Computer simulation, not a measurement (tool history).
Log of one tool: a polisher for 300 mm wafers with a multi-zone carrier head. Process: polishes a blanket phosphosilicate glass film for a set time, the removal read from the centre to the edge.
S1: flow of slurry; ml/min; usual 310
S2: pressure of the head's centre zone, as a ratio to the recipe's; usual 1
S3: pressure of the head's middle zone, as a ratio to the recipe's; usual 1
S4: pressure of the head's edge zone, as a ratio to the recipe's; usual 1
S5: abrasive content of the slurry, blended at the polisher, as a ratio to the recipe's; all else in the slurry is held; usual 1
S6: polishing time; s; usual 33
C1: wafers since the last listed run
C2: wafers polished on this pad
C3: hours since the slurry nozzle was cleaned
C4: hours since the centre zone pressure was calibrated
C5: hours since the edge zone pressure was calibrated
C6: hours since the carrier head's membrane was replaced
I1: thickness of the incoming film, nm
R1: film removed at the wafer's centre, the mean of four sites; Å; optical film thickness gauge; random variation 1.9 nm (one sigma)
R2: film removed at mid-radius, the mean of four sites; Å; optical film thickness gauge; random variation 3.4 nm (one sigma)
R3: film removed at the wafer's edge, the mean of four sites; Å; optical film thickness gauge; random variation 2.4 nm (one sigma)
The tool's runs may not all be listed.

{"run": 1, "hour": 0.0, "S1": 310, "S2": 1, "S3": 1, "S4": 1, "S5": 1, "S6": 33, "C1": 0, "C2": 1031, "C3": 82.6, "C4": 1398.1, "C5": 1276.8, "C6": 550.2, "I1": 2687, "R1": 2671, "R2": 2702, "R3": 2705}
{"hour": 9.4, "done": "worn pad replaced by a new one"}
{"run": 2, "hour": 13.9, "S1": 310, "S2": 1, "S3": 1, "S4": 0.92, "S5": 1, "S6": 33, "C1": 139, "C2": 63, "C3": 96.5, "C4": 1412, "C5": 1290.7, "C6": 564.1, "I1": 2699.6, "R1": 2650, "R2": 2644, "R3": 2569}
{"run": 3, "hour": 29.8, "S1": 310, "S2": 1, "S3": 1, "S4": 1, "S5": 1, "S6": 33, "C1": 223, "C2": 286, "C3": 112.4, "C4": 1427.9, "C5": 1306.6, "C6": 580, "I1": 2670.7, "R1": 2661, "R2": 2681, "R3": 2673}
{"run": 4, "hour": 36.5, "S1": 310, "S2": 1, "S3": 1, "S4": 1, "S5": 1, "S6": 33, "C1": 94, "C2": 381, "C3": 119.1, "C4": 1434.6, "C5": 1313.3, "C6": 586.7, "I1": 2643.1, "R1": 2620, "R2": 2650, "R3": 2650}
{"hour": 54.9, "done": "carrier head's membrane replaced by a new one"}
{"run": 5, "hour": 55.4, "S1": 225, "S2": 1, "S3": 1, "S4": 1, "S5": 1, "S6": 33, "C1": 195, "C2": 576, "C3": 138, "C4": 1453.5, "C5": 1332.2, "C6": 0.5, "I1": 2727.9, "R1": 2551, "R2": 2642, "R3": 2632}
{"run": 6, "hour": 78.4, "S1": 225, "S2": 1, "S3": 1, "S4": 1, "S5": 1, "S6": 33, "C1": 323, "C2": 899, "C3": 161, "C4": 1476.5, "C5": 1355.2, "C6": 23.5, "I1": 2685.3, "R1": 2601, "R2": 2535, "R3": 2591}
{"hour": 88.1, "done": "worn pad replaced by a new one"}
{"run": 7, "hour": 88.6, "S1": 225, "S2": 1, "S3": 1, "S4": 1, "S5": 1, "S6": 33, "C1": 87, "C2": 6, "C3": 171.2, "C4": 1486.7, "C5": 1365.4, "C6": 33.7, "I1": 2697.2, "R1": 2523, "R2": 2587, "R3": 2626}
{"run": 8, "hour": 101.6, "S1": 310, "S2": 1, "S3": 1, "S4": 1.02, "S5": 1, "S6": 43, "C1": 182, "C2": 189, "C3": 184.2, "C4": 1499.7, "C5": 1378.4, "C6": 46.7, "I1": 2655.3, "R1": 3455, "R2": 3387, "R3": 3427}
{"run": 9, "hour": 109.4, "S1": 310, "S2": 1, "S3": 0.89, "S4": 1, "S5": 1, "S6": 33, "C1": 109, "C2": 299, "C3": 192, "C4": 1507.5, "C5": 1386.2, "C6": 54.5, "I1": 2686.3, "R1": 2608, "R2": 2362, "R3": 2649}
{"run": 10, "hour": 120.8, "S1": 310, "S2": 1.08, "S3": 1, "S4": 1, "S5": 1, "S6": 33, "C1": 160, "C2": 459, "C3": 203.4, "C4": 1518.9, "C5": 1397.6, "C6": 65.9, "I1": 2748.5, "R1": 2804, "R2": 2586, "R3": 2620}
{"hour": 135.2, "done": "slurry nozzle cleaned"}
{"run": 11, "hour": 136.0, "S1": 310, "S2": 1, "S3": 1, "S4": 1, "S5": 0.7, "S6": 33, "C1": 199, "C2": 658, "C3": 0.8, "C4": 1534.1, "C5": 1412.8, "C6": 81.1, "I1": 2724.7, "R1": 2409, "R2": 2430, "R3": 2397}
{"hour": 139.2, "done": "centre zone pressure recalibrated"}
{"hour": 142.4, "done": "edge zone pressure recalibrated"}
{"run": 12, "hour": 144.7, "S1": 310, "S2": 1, "S3": 1, "S4": 1, "S5": 1, "S6": 33, "C1": 66, "C2": 724, "C3": 9.5, "C4": 5.5, "C5": 2.3, "C6": 89.8, "I1": 2668.4, "R1": 2664, "R2": 2654, "R3": 2662}
{"run": 13, "hour": 155.9, "S1": 310, "S2": 1, "S3": 0.88, "S4": 1.06, "S5": 1, "S6": 41, "C1": 157, "C2": 882, "C3": 20.7, "C4": 16.7, "C5": 13.5, "C6": 101, "I1": 2653.3, "R1": 3342, "R2": 2961, "R3": 3472}
{"run": 14, "hour": 169.6, "S1": 240, "S2": 1, "S3": 1.11, "S4": 1.12, "S5": 1, "S6": 38, "C1": 192, "C2": 1074, "C3": 34.4, "C4": 30.4, "C5": 27.2, "C6": 114.7, "I1": 2690, "R1": 3037, "R2": 3371, "R3": 3151}
{"run": 15, "hour": 176.0, "S1": 310, "S2": 1, "S3": 1, "S4": 1.05, "S5": 1, "S6": 33, "C1": 89, "C2": 1164, "C3": 40.8, "C4": 36.8, "C5": 33.6, "C6": 121.1, "I1": 2691.9, "R1": 2657, "R2": 2687, "R3": 2726}
{"hour": 181.2, "done": "worn pad replaced by a new one"}
{"run": 16, "hour": 182.2, "S1": 310, "S2": 1, "S3": 1, "S4": 1, "S5": 1, "S6": 33, "C1": 30, "C2": 14, "C3": 47, "C4": 43, "C5": 39.8, "C6": 127.3, "I1": 2661, "R1": 2678, "R2": 2690, "R3": 2671}
{"run": 17, "hour": 190.7, "S1": 310, "S2": 0.89, "S3": 0.9, "S4": 1.11, "S5": 1, "S6": 23, "C1": 119, "C2": 134, "C3": 55.5, "C4": 51.5, "C5": 48.3, "C6": 135.8, "I1": 2721.2, "R1": 1685, "R2": 1719, "R3": 1935}
{"run": 18, "hour": 203.5, "S1": 365, "S2": 1, "S3": 1, "S4": 1, "S5": 1, "S6": 33, "C1": 179, "C2": 314, "C3": 68.3, "C4": 64.3, "C5": 61.1, "C6": 148.6, "I1": 2717.7, "R1": 2721, "R2": 2702, "R3": 2640}
{"run": 19, "hour": 213.4, "S1": 310, "S2": 0.9, "S3": 1.1, "S4": 1.03, "S5": 1, "S6": 33, "C1": 139, "C2": 453, "C3": 78.2, "C4": 74.2, "C5": 71, "C6": 158.5, "I1": 2699.8, "R1": 2439, "R2": 2845, "R3": 2681}
{"run": 20, "hour": 230.0, "S1": 375, "S2": 1, "S3": 1, "S4": 1, "S5": 1, "S6": 33, "C1": 233, "C2": 686, "C3": 94.8, "C4": 90.8, "C5": 87.6, "C6": 175.1, "I1": 2704.2, "R1": 2712, "R2": 2683, "R3": 2679}
{"run": 21, "hour": 245.8, "S1": 310, "S2": 1.1, "S3": 1, "S4": 1.08, "S5": 1.1, "S6": 23, "C1": 222, "C2": 908, "C3": 110.6, "C4": 106.6, "C5": 103.4, "C6": 190.9, "I1": 2680, "R1": 2097, "R2": 1884, "R3": 1983}

Forecast each of these 4 alternatives for the next run:
{"run": "A", "hour": 246.2, "S1": 310, "S2": 1, "S3": 1, "S4": 1, "S5": 0.8, "S6": 33, "C1": 5, "C2": 914, "C3": 111, "C4": 107, "C5": 103.8, "C6": 191.3, "I1": 2651.7, "R1": "?", "R2": "?", "R3": "?"}
{"run": "B", "hour": 246.2, "S1": 405, "S2": 1, "S3": 1.08, "S4": 1, "S5": 1, "S6": 33, "C1": 5, "C2": 914, "C3": 111, "C4": 107, "C5": 103.8, "C6": 191.3, "I1": 2651.7, "R1": "?", "R2": "?", "R3": "?"}
{"run": "C", "hour": 246.2, "S1": 310, "S2": 0.9, "S3": 1, "S4": 1, "S5": 0.85, "S6": 33, "C1": 5, "C2": 914, "C3": 111, "C4": 107, "C5": 103.8, "C6": 191.3, "I1": 2651.7, "R1": "?", "R2": "?", "R3": "?"}
{"run": "D", "hour": 246.2, "S1": 310, "S2": 1, "S3": 0.91, "S4": 1.03, "S5": 0.9, "S6": 39, "C1": 5, "C2": 914, "C3": 111, "C4": 107, "C5": 103.8, "C6": 191.3, "I1": 2651.7, "R1": "?", "R2": "?", "R3": "?"}

run=A R1=2483 R2=2479 R3=2478
run=B R1=2711 R2=2882 R3=2685
run=C R1=2312 R2=2525 R3=2524
run=D R1=3038 R2=2804 R3=3082
Without the tool's hidden state the same runs would have given:
run=A R1=2519 R2=2512 R3=2503
run=B R1=2744 R2=2914 R3=2707
run=C R1=2346 R2=2559 R3=2549
run=D R1=3082 R2=2841 R3=3113
